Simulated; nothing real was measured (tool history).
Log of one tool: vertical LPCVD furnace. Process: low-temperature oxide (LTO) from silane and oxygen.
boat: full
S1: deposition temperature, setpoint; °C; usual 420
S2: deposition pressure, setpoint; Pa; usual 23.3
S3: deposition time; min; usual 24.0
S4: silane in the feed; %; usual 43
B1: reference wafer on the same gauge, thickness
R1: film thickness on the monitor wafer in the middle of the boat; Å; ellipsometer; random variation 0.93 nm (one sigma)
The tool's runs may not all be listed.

run	hour	S1	S2	S3	S4	B1	R1
1	0.0	420	23.3	24.0	49	257.83	2619.6
2	35.4	420	23.3	24.0	43	258.22	2336.5
3	80.3	420	23.3	24.0	43	258.09	2337.8
4	119.6	420	23.3	24.0	47	257.46	2536.4
5	187.1	420	18.7	24.0	43	257.76	1859.7
6	229.6	420	23.3	24.0	43	257.83	2313.6
# hour 289.9: thermocouples replaced and temperature profile calibrated
7	290.4	420	23.3	24.0	43	258.24	2329.5
8	319.9	420	26.7	24.0	43	257.88	2669.6
9	379.5	420	26.7	24.0	43	257.88	2654.1
10	409.0	420	26.7	24.0	43	258.17	2680.4
11	448.6	420	23.3	24.0	43	258.42	2333.4
12	485.5	420	23.3	24.0	43	257.83	2315.6
# hour 551.5: silane flow controller replaced
13	556.0	420	23.3	24.0	43	258.05	2304.4
14	594.5	420	26.7	24.0	38	257.92	2329.8
15	625.0	420	23.3	24.0	43	258.11	2310.1
16	681.2	420	18.0	31.5	43	258.08	2312.8
17	735.8	420	18.7	18.0	47	258.37	1500.6
18	764.5	431	24.7	29.5	36	257.90	2740.4
# hour 819.2: pressure gauge zeroed
19	819.7	413	23.3	24.0	43	258.39	2063.8
20	836.3	410	20.7	24.0	43	258.11	1766.6
21	880.8	420	23.3	24.0	43	258.07	2220.5
# hour 894.0: gauge calibrated
22	941.8	420	23.3	21.0	47	257.86	2130.8
23	983.5	427	23.3	24.0	43	258.37	2381.8
24	1012.3	420	23.3	24.0	50	258.28	2546.7
25	1061.6	420	23.3	24.0	43	258.01	2220.3

Run 26 comes next. What will it give?
26	1118.4	420	23.3	29.0	37	?	?

Run 26 gave B1 257.86, R1 2274.4 Å.
Without the tool's hidden state the same run would have given R1 2432.3 Å.
